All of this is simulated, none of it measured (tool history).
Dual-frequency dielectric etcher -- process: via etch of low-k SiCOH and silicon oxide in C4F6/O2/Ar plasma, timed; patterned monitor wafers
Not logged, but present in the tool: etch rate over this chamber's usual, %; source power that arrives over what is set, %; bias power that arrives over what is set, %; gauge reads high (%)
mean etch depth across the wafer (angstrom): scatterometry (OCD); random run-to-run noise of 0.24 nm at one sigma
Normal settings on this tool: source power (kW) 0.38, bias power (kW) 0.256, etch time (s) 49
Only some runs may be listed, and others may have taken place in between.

run	hour	source power (kW)	bias power (kW)	etch time (s)	wafers since the last listed run	hours since the last wet clean	hours since the last source power generator calibration	hours since the last bias power generator calibration	hours since the last upper electrode change	hours since the gauge calibration	read-back reference wafer on the same gauge, depth_nm	mean etch depth across the wafer (angstrom)
1	0	0.38	0.256	49	0	32.3	3932.1	2828.8	3664.4	366.4	149	1611
2	34.5	0.38	0.256	49	497	66.8	3966.6	2863.3	3698.9	400.9	149	1613
3	56.2	0.38	0.256	49	312	88.5	3988.3	2885	3720.6	422.6	149	1612
4	89.8	0.44	0.256	49	484	122.1	4021.9	2918.6	3754.2	456.2	149	1680
5	125.5	0.38	0.256	49	514	157.8	4057.6	2954.3	3789.9	491.9	149	1622
6	155.9	0.38	0.256	49	437	188.2	4088	2984.7	3820.3	522.3	149	1618
7	191.1	0.38	0.256	49	507	223.4	4123.2	3019.9	3855.5	557.5	149.1	1622
# hour 215.5: bias power generator calibrated
# hour 243.8: upper electrode replaced
8	244.3	0.38	0.256	55	363	276.6	4176.4	28.8	0.5	610.7	149	1826
9	244.6	0.38	0.256	55	4	276.9	4176.7	29.1	0.8	611	149	1824
10	271.4	0.38	0.256	49	386	303.7	4203.5	55.9	27.6	637.8	149	1628
11	287.5	0.38	0.256	49	231	319.8	4219.6	72	43.7	653.9	149	1628
12	318.7	0.38	0.308	49	449	351	4250.8	103.2	74.9	685.1	149	1710
# hour 358.5: gauge calibrated
# hour 360.5: wet clean of the chamber
13	361	0.44	0.212	55.5	263	0.5	4293.1	145.5	117.2	2.5	149	1808
14	364.8	0.3	0.194	37	54	4.3	4296.9	149.3	121	6.3	149	1073
15	394.3	0.46	0.205	49	424	33.8	4326.4	178.8	150.5	35.8	149	1615
16	434	0.38	0.256	49	571	73.5	4366.1	218.5	190.2	75.5	149	1609
17	450.3	0.48	0.239	54	234	89.8	4382.4	234.8	206.5	91.8	149	1859
# hour 475.9: source power generator calibrated
18	483.2	0.46	0.205	49	416	122.7	7.3	267.7	239.4	124.7	148.9	1619
19	516.6	0.34	0.235	49	481	156.1	40.7	301.1	272.8	158.1	149	1540
20	534.5	0.3	0.213	49	257	174	58.6	319	290.7	176	149	1455
21	566.1	0.38	0.284	49	455	205.6	90.2	350.6	322.3	207.6	149	1654
22	598.2	0.45	0.256	49	462	237.7	122.3	382.7	354.4	239.7	149	1696
23	624.7	0.41	0.218	37.5	381	264.2	148.8	409.2	380.9	266.2	149	1220

What if the next run were any one of these 3? Each begins from the tool's condition after run 23:
A	625.1	0.38	0.28	49	5	264.6	149.2	409.6	381.3	266.6	?	?
B	625.1	0.33	0.32	42	5	264.6	149.2	409.6	381.3	266.6	?	?
C	625.1	0.38	0.256	56.5	5	264.6	149.2	409.6	381.3	266.6	?	?

run	read-back reference wafer on the same gauge, depth_nm	mean etch depth across the wafer (angstrom)
A	149	1657
B	149	1415
C	149	1871
Stripped of hidden state, with their random variation kept, the same runs would have yielded:
run	mean etch depth across the wafer (angstrom)
A	1640
B	1401
C	1852
